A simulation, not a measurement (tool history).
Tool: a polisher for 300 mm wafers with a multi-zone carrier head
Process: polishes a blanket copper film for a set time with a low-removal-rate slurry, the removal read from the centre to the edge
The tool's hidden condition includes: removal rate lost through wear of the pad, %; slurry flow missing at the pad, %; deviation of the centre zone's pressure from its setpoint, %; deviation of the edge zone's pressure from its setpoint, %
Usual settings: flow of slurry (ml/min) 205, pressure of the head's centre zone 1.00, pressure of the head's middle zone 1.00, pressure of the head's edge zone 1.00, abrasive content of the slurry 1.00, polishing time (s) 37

run     day  flow of slurry (ml/min)  pressure of the head's centre zone  pressure of the head's middle zone  pressure of the head's edge zone  abrasive content of the slurry  polishing time (s)  wafers since the last listed run  wafers polished on this pad  hours since the slurry nozzle was cleaned  hours since the centre zone pressure was calibrated  hours since the edge zone pressure was calibrated  hours since the carrier head's membrane was replaced  incoming thickness of the incoming film, nm  film removed at the wafer's centre (angstrom)  film removed at mid-radius (angstrom)  film removed at the wafer's edge (angstrom)
  1   0.000                      205                                0.93                                1.00                              1.00                            1.00                  34                                 0                         1396                                      302.7                                               1043.5                                              675.5                                                 475.5                                        629.0                                            840                                    872                                          942
  2   0.812                      205                                0.93                                1.00                              1.00                            1.00                  34                               231                         1627                                      322.2                                               1063.0                                              695.0                                                 495.0                                        645.0                                            834                                    881                                          913
      1.342  -- worn pad replaced by a new one
  3   1.842                      185                                1.00                                1.00                              1.00                            1.00                  37                               245                          142                                      346.9                                               1087.7                                              719.7                                                 519.7                                        631.2                                            962                                    927                                          978
  4   3.142                      205                                1.00                                1.00                              1.00                            1.00                  37                               370                          513                                      378.1                                               1118.9                                              750.9                                                 550.9                                        635.0                                            967                                    951                                         1000
      4.133  -- edge zone pressure recalibrated
  5   6.975                      205                                1.00                                1.00                              1.00                            1.00                  37                              1068                         1581                                      470.1                                               1210.9                                               68.2                                                 642.9                                        632.8                                            958                                    913                                          984
  6   7.771                      205                                1.00                                1.00                              1.11                            1.00                  37                               226                         1808                                      489.2                                               1230.0                                               87.3                                                 662.0                                        635.7                                            947                                    929                                         1014
      8.217  -- worn pad replaced by a new one
  7   8.567                      205                                1.00                                0.96                              1.00                            1.00                  37                               179                           99                                      508.3                                               1249.1                                              106.4                                                 681.1                                        629.8                                            941                                    886                                          986
  8   9.379                      155                                1.00                                1.00                              0.96                            1.00                  37                               231                          331                                      527.8                                               1268.6                                              125.9                                                 700.6                                        628.1                                            865                                    859                                          914
  9   9.929                      250                                1.00                                1.03                              1.12                            1.25                  37                               156                          488                                      541.0                                               1281.8                                              139.1                                                 713.8                                        635.6                                           1040                                   1029                                         1085
 10  11.133                      205                                1.00                                1.00                              1.00                            1.00                  37                               343                          831                                      569.9                                               1310.7                                              168.0                                                 742.7                                        641.8                                            929                                    913                                          946
 11  12.304                      205                                1.00                                1.00                              1.00                            1.00                  37                               333                         1164                                      598.0                                               1338.8                                              196.1                                                 770.8                                        626.6                                            916                                    889                                          968
 12  13.017                      205                                1.00                                1.00                              1.00                            1.00                  37                               203                         1367                                      615.1                                               1355.9                                              213.2                                                 787.9                                        632.8                                            903                                    889                                          958
     13.196  -- slurry nozzle cleaned
     13.742  -- centre zone pressure recalibrated
 13  14.246                      145                                1.00                                0.96                              1.00                            0.70                  37                               314                         1682                                       25.2                                                 12.1                                              242.7                                                 817.4                                        638.8                                            849                                    809                                          893
     15.517  -- worn pad replaced by a new one
     15.529  -- carrier head's membrane replaced by a new one
 14  15.588                      205                                0.91                                1.00                              1.06                            0.75                  31                               331                           16                                       57.4                                                 44.3                                              274.9                                                   1.4                                        632.8                                            710                                    755                                          805
 15  16.642                      145                                1.00                                0.94                              1.00                            1.00                  37                               300                          317                                       82.7                                                 69.6                                              300.2                                                  26.7                                        626.7                                            933                                    852                                          967
 16  17.621                      205                                1.05                                1.00                              1.00                            1.00                  41                               278                          596                                      106.2                                                 93.1                                              323.7                                                  50.2                                        635.4                                           1163                                   1064                                         1142
 17  18.679                      205                                1.00                                0.95                              1.00                            1.00                  31                               301                          897                                      131.6                                                118.5                                              349.1                                                  75.6                                        622.0                                            834                                    771                                          862
 18  19.583                      270                                1.00                                0.90                              0.94                            1.00                  27                               257                         1155                                      153.3                                                140.2                                              370.8                                                  97.3                                        634.6                                            762                                    662                                          742
 19  20.742                      205                                1.06                                1.00                              1.00                            1.00                  37                               330                         1485                                      181.1                                                168.0                                              398.6                                                 125.1                                        636.8                                           1056                                    947                                         1008
 20  21.942                      205                                0.88                                1.00                              0.90                            1.20                  37                               341                         1827                                      209.9                                                196.8                                              427.4                                                 153.9                                        623.9                                            911                                   1025                                         1027
     22.704  -- worn pad replaced by a new one
 21  23.204                      205                                1.06                                1.00                              1.00                            1.00                  37                               312                          142                                      240.2                                                227.1                                              457.7                                                 184.2                                        638.6                                           1057                                    955                                         1008

The same runs without the tool's hidden state, with the same run-to-run variation:
run  film removed at the wafer's centre (angstrom)  film removed at mid-radius (angstrom)  film removed at the wafer's edge (angstrom)
  1                                            855                                    885                                          953
  2                                            850                                    897                                          925
  3                                            987                                    948                                          995
  4                                            994                                    975                                         1019
  5                                           1005                                    953                                         1015
  6                                            998                                    973                                         1050
  7                                            997                                    934                                         1024
  8                                            944                                    929                                          965
  9                                           1099                                   1081                                         1126
 10                                           1007                                    981                                          997
 11                                           1005                                    966                                         1028
 12                                           1000                                    973                                         1023
 13                                            851                                    811                                          895
 14                                            712                                    756                                          806
 15                                            936                                    855                                          969
 16                                           1167                                   1067                                         1145
 17                                            838                                    775                                          865
 18                                            766                                    664                                          744
 19                                           1064                                    953                                         1013
 20                                            920                                   1033                                         1034
 21                                           1069                                    965                                         1016
